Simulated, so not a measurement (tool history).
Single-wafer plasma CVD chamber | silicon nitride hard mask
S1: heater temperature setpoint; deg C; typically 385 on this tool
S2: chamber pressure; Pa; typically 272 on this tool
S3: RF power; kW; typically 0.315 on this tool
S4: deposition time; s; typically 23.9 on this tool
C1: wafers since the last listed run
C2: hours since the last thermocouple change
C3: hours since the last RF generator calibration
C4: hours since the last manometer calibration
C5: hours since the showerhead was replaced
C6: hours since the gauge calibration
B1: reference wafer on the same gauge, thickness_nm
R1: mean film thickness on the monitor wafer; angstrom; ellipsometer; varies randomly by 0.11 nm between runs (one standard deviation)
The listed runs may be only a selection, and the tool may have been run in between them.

run	hour	S1	S2	S3	S4	C1	C2	C3	C4	C5	C6	B1	R1
1	0	385	272	0.315	23.9	0	591.6	949.2	916.7	1275.7	1714.2	30.185	302.47
2	50.2	385	220	0.345	23.9	676	641.8	999.4	966.9	1325.9	1764.4	30.209	305.3
3	103.5	385	272	0.27	23.9	717	695.1	1052.7	1020.2	1379.2	1817.7	30.183	259.52
4	180.7	385	272	0.27	23.9	1039	772.3	1129.9	1097.4	1456.4	1894.9	30.231	260.35
# hour 252.5: RF generator calibrated
5	253	385	272	0.315	23.9	865	844.6	0.5	1169.7	1528.7	1967.2	30.176	312.24
6	330.8	385	272	0.265	23.9	1047	922.4	78.3	1247.5	1606.5	2045	30.2	260.57
7	404.2	385	272	0.265	23.9	988	995.8	151.7	1320.9	1679.9	2118.4	30.18	258.06
8	488.8	385	272	0.265	23.9	1139	1080.4	236.3	1405.5	1764.5	2203	30.185	257.72
9	547.3	385	232	0.315	26	787	1138.9	294.8	1464	1823	2261.5	30.187	314.97
10	591.6	385	232	0.315	26	596	1183.2	339.1	1508.3	1867.3	2305.8	30.16	314.39
11	689.3	385	232	0.315	26	1315	1280.9	436.8	1606	1965	2403.5	30.175	316.04
# hour 738.8: gauge calibrated
12	743.6	375	272	0.315	23.9	731	1335.2	491.1	1660.3	2019.3	4.8	30.202	307.84
13	843.7	385	327	0.28	23.9	1348	1435.3	591.2	1760.4	2119.4	104.9	30.22	286.33
14	892.9	385	272	0.365	23.9	662	1484.5	640.4	1809.6	2168.6	154.1	30.186	346.97
15	973.6	385	272	0.315	22	1086	1565.2	721.1	1890.3	2249.3	234.8	30.193	281.17
16	1010.5	390	308	0.28	23.9	496	1602.1	758	1927.2	2286.2	271.7	30.232	283
# hour 1053.8: capacitance manometer re-zeroed and calibrated
17	1116.4	385	272	0.315	27.4	1318	1708	863.9	62.6	2392.1	377.6	30.159	349.11
18	1183.9	385	272	0.3	25.9	909	1775.5	931.4	130.1	2459.6	445.1	30.172	314.24
19	1246	385	232	0.315	26	836	1837.6	993.5	192.2	2521.7	507.2	30.159	312.87
20	1348.2	385	272	0.315	25.8	1376	1939.8	1095.7	294.4	2623.9	609.4	30.182	330.58
# hour 1408: RF generator calibrated
# hour 1416.2: thermocouple changed; heater temperature recalibrated
21	1435.2	394	272	0.315	23.9	956	19	27.2	381.4	2710.9	696.4	30.176	312.2
22	1517.2	385	323	0.37	23.9	1104	101	109.2	463.4	2792.9	778.4	30.208	376.56
23	1587.9	385	272	0.315	23.9	952	171.7	179.9	534.1	2863.6	849.1	30.201	309.22
# hour 1626.2: showerhead replaced
24	1687.4	385	307	0.285	23.9	1232	271.2	279.4	633.6	61.2	948.6	30.148	290.34
25	2002.5	385	272	0.315	23.9	4243	586.3	594.5	948.7	376.3	1263.7	30.247	305.46
26	2086.7	379	215	0.375	20.5	1133	670.5	678.7	1032.9	460.5	1347.9	30.142	282.26
27	2160.5	394	248	0.315	23.9	993	744.3	752.5	1106.7	534.3	1421.7	30.226	293.76
28	2248.2	396	241	0.275	23.9	1181	832	840.2	1194.4	622	1509.4	30.243	253.42
29	2304.8	380	296	0.315	23.9	762	888.6	896.8	1251	678.6	1566	30.181	313.12

Branching from run 29: 3 alternative next runs. What would each branch give?
A	2305.2	385	236	0.315	23.9	5	889	897.2	1251.4	679	1566.4	?	?
B	2305.2	394	217	0.275	21.4	5	889	897.2	1251.4	679	1566.4	?	?
C	2305.2	385	272	0.375	23.9	5	889	897.2	1251.4	679	1566.4	?	?

run	B1	R1
A	30.178	290.49
B	30.178	218.35
C	30.178	356.71
The same runs, with their run-to-run variation unchanged, on a tool lacking any hidden condition would have given:
run	R1
A	297.02
B	223.61
C	363.86

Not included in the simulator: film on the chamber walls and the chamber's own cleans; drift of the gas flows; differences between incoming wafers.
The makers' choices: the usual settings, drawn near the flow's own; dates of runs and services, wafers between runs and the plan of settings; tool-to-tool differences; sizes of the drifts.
